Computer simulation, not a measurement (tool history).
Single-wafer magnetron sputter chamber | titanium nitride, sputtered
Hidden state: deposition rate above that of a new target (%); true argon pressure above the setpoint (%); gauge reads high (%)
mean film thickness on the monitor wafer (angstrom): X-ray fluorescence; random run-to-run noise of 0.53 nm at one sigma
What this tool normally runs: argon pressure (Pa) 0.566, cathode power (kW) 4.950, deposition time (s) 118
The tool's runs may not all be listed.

run,hour,argon pressure (Pa),cathode power (kW),deposition time (s),wafers since the last listed run,wafers on the sputter target,hours since the last manometer calibration,hours since the magnet pack was replaced,hours since the gauge calibration,"read-back reference wafer on the same gauge, thickness_nm",mean film thickness on the monitor wafer (angstrom)
1,0.0,0.566,4.950,118,0,547,2172.6,5680.0,165.4,88.976,928.16
2,19.1,0.566,4.950,118,231,778,2191.7,5699.1,184.5,89.178,921.70
3,32.7,0.566,4.950,118,164,942,2205.3,5712.7,198.1,88.783,927.63
4,58.4,0.566,4.950,135,310,1253,2231.0,5738.4,223.8,88.768,1055.73
5,80.9,0.566,4.400,118,272,1525,2253.5,5760.9,246.3,88.888,813.39
6,100.5,0.566,4.950,118,237,1762,2273.1,5780.5,265.9,89.033,916.17
# hour 113.7: magnet pack replaced
7,125.9,0.566,4.950,118,210,1973,2298.5,12.2,291.3,88.806,911.10
8,148.8,0.659,4.350,105,276,2250,2321.4,35.1,314.2,88.804,689.51
# hour 160.4: capacitance manometer re-zeroed and calibrated
9,170.0,0.406,3.850,110,159,2409,9.6,56.3,335.4,89.115,687.00
10,200.0,0.786,4.950,97,362,2772,39.6,86.3,365.4,88.893,695.95
11,222.6,0.783,4.100,118,273,3045,62.2,108.9,388.0,88.898,703.40
# hour 225.8: gauge calibrated
# hour 242.2: sputter target and shields replaced
12,253.1,0.566,4.950,118,272,131,92.7,139.4,27.3,89.030,927.50
13,288.5,0.501,4.950,118,428,560,128.1,174.8,62.7,88.796,939.48
14,319.1,0.566,4.950,118,370,930,158.7,205.4,93.3,88.844,918.71

Describe how what the log doesn't record of the tool's condition differs between the last listed run preceding each entry between runs and the first listed run following it.
Run 6 -> run 7: magnet pack replaced (hour 113.7)
  deposition rate above that of a new target (%): -2.04 -> -2.4
  measured minus no-state result, mean film thickness on the monitor wafer (angstrom): -19.11 -> -22.39
Run 8 -> run 9: capacitance manometer re-zeroed and calibrated (hour 160.4)
  deposition rate above that of a new target (%): -2.72 -> -3.02
  measured minus no-state result, mean film thickness on the monitor wafer (angstrom): -19.28 -> -21.35
Run 11 -> run 12: gauge calibrated (hour 225.8); sputter target and shields replaced (hour 242.2)
  deposition rate above that of a new target (%): -3.75 -> -0.541
  measured minus no-state result, mean film thickness on the monitor wafer (angstrom): -27.41 -> -5.04

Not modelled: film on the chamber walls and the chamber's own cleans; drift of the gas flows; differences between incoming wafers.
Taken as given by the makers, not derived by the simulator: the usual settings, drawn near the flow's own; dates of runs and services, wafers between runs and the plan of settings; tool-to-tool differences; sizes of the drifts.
